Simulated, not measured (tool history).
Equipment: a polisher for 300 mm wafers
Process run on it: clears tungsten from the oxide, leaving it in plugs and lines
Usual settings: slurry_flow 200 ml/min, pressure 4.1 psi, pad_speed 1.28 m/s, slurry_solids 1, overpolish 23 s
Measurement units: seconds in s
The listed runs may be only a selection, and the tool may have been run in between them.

run,hour,slurry_flow,pressure,pad_speed,slurry_solids,overpolish,wafers since the last listed run,wafers polished on this pad,hours since the slurry nozzle was cleaned,hours since the head pressure was calibrated,hours since the slurry blender was calibrated,hours since the slurry got fresh peroxide,"incoming thickness of the incoming film, nm",seconds
1,0,200,4.1,1.28,0.8,23,0,422,607.3,25.7,120.7,45.8,450.5,99
# hour 16: slurry blender recalibrated
2,28,200,4.1,1.28,0.8,23,147,570,635.3,53.7,12,73.8,447.7,92
# hour 43.7: worn pad replaced by a new one
3,48,200,4.1,1.28,0.8,23,91,24,655.3,73.7,32,93.8,451,94.8
# hour 67.9: slurry tank refilled with fresh slurry and peroxide
4,68.4,200,4.1,1.28,1,23,110,134,675.7,94.1,52.4,0.5,445.2,83
5,91.7,200,4.1,1.28,1,23,132,267,699,117.4,75.7,23.8,451.9,88.6
6,113.3,200,4.4,1.28,1,23,122,390,720.6,139,97.3,45.4,448.2,86.8
# hour 125.9: slurry blender recalibrated
7,147.4,200,4.4,1.28,1,23,182,572,754.7,173.1,21.5,79.5,451.6,82.6
8,175.9,200,4.1,1.28,1,23,162,734,783.2,201.6,50,108,449.3,94.9
# hour 182.9: worn pad replaced by a new one
9,192,200,4.1,1.28,1,23,68,51,799.3,217.7,66.1,124.1,455.1,95.6
# hour 193.2: slurry tank refilled with fresh slurry and peroxide
10,224.8,200,4.1,1.28,1,23,180,232,832.1,250.5,98.9,31.6,454.4,93.4
# hour 235.4: slurry nozzle cleaned
# hour 261.3: slurry blender recalibrated
# hour 302: worn pad replaced by a new one
11,310.5,200,4.1,1.28,0.8,29,447,48,75.1,336.2,49.2,117.3,451.9,95.8
# hour 334: slurry tank refilled with fresh slurry and peroxide
12,337.6,200,4.1,1.28,0.8,23,148,196,102.2,363.3,76.3,3.6,458.4,90.5
13,358.2,255,4.1,1.28,1.15,23,117,313,122.8,383.9,96.9,24.2,442.5,84.3
# hour 389.5: slurry blender recalibrated
14,389.9,200,4.1,1.28,1,23,168,482,154.5,415.6,0.4,55.9,449.5,86.3
# hour 415.7: worn pad replaced by a new one
15,420.8,200,3.4,1.1,1.25,11,153,29,185.4,446.5,31.3,86.8,442.2,115.8
16,452.8,200,5.1,1.28,1,31,182,211,217.4,478.5,63.3,118.8,454.8,74.8
# hour 456.5: head pressure recalibrated
# hour 471.7: slurry tank refilled with fresh slurry and peroxide
17,485.4,260,4.1,1.28,1,29,168,379,250,28.9,95.9,13.7,454.2,87.8
18,505,200,4.1,1.28,1,23,111,491,269.6,48.5,115.5,33.3,453.7,93.3
# hour 517.2: slurry blender recalibrated
19,520.5,200,4.1,1.28,1,35,76,567,285.1,64,3.3,48.8,451.1,90.9
# hour 526.6: worn pad replaced by a new one
20,543.8,270,2.7,1.28,0.9,23,109,98,308.4,87.3,26.6,72.1,451.3,138.1
21,576.8,200,4.1,1.46,1,23,187,285,341.4,120.3,59.6,105.1,448,84.2
# hour 594.8: slurry tank refilled with fresh slurry and peroxide
22,599.6,225,4.8,1.28,1,23,124,409,364.2,143.1,82.4,4.8,457.8,75
23,616.7,230,4.1,1.7,0.85,23,97,507,381.3,160.2,99.5,21.9,449.9,73

Consider 4 possible next runs. They are alternatives, not a sequence: every one starts from the tool as it was left by run 23. What does each give?
A,617.1,150,4.1,1.28,1,23,2,509,381.7,160.6,99.9,22.3,448.8,?
B,617.1,200,4.1,1.28,1.3,18,2,509,381.7,160.6,99.9,22.3,448.8,?
C,617.1,200,4.1,1.04,1,23,2,509,381.7,160.6,99.9,22.3,448.8,?
D,617.1,200,4.1,1.1,1.1,23,2,509,381.7,160.6,99.9,22.3,448.8,?

run,seconds
A,90.1
B,83.7
C,102.1
D,96.5
Without the tool's hidden state the same runs would have given:
run,seconds
A,81.1
B,75.3
C,91.9
D,86.8

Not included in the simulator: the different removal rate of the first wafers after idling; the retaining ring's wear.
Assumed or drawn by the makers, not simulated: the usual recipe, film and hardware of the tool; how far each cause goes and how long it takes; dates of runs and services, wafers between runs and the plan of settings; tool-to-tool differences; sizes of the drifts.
